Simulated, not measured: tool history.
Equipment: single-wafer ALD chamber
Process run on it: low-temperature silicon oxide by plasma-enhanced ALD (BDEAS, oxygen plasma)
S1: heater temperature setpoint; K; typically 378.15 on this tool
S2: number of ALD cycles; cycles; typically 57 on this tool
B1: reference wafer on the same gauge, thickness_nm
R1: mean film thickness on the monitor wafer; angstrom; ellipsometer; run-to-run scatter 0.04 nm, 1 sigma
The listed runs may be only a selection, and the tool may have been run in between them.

{"run": 1, "hour": 0.0, "S1": 385.15, "S2": 57, "B1": 9.887, "R1": 82.98}
{"run": 2, "hour": 61.3, "S1": 385.15, "S2": 57, "B1": 9.862, "R1": 82.62}
{"run": 3, "hour": 134.5, "S1": 384.15, "S2": 61, "B1": 9.857, "R1": 88.09}
{"run": 4, "hour": 199.6, "S1": 384.15, "S2": 61, "B1": 9.827, "R1": 87.86}
{"run": 5, "hour": 248.2, "S1": 374.15, "S2": 57, "B1": 9.785, "R1": 84.06}
{"run": 6, "hour": 284.0, "S1": 374.15, "S2": 57, "B1": 9.789, "R1": 83.19}
{"run": 7, "hour": 381.2, "S1": 374.15, "S2": 57, "B1": 9.713, "R1": 82.76}
{"hour": 389.1, "done": "gauge calibrated"}
{"hour": 393.3, "done": "thermocouple changed; heater temperature recalibrated"}
{"run": 8, "hour": 412.1, "S1": 378.15, "S2": 61, "B1": 9.908, "R1": 89.95}
{"run": 9, "hour": 463.3, "S1": 378.15, "S2": 57, "B1": 9.883, "R1": 83.57}
{"run": 10, "hour": 519.1, "S1": 390.15, "S2": 67, "B1": 9.884, "R1": 96.66}
{"run": 11, "hour": 579.2, "S1": 383.15, "S2": 57, "B1": 9.861, "R1": 82.79}
{"run": 12, "hour": 626.0, "S1": 378.15, "S2": 47, "B1": 9.848, "R1": 69.64}
{"run": 13, "hour": 692.0, "S1": 374.15, "S2": 48, "B1": 9.858, "R1": 70.41}
{"run": 14, "hour": 745.2, "S1": 386.15, "S2": 64, "B1": 9.801, "R1": 91.92}

What will run 15 give?
{"run": 15, "hour": 809.3, "S1": 385.15, "S2": 57, "B1": "?", "R1": "?"}

{"run 15": {"B1": 9.77, "R1": 81.75}}
With the hidden condition absent and the run-to-run variation left alone, this run would have shown R1 82.85 angstrom.

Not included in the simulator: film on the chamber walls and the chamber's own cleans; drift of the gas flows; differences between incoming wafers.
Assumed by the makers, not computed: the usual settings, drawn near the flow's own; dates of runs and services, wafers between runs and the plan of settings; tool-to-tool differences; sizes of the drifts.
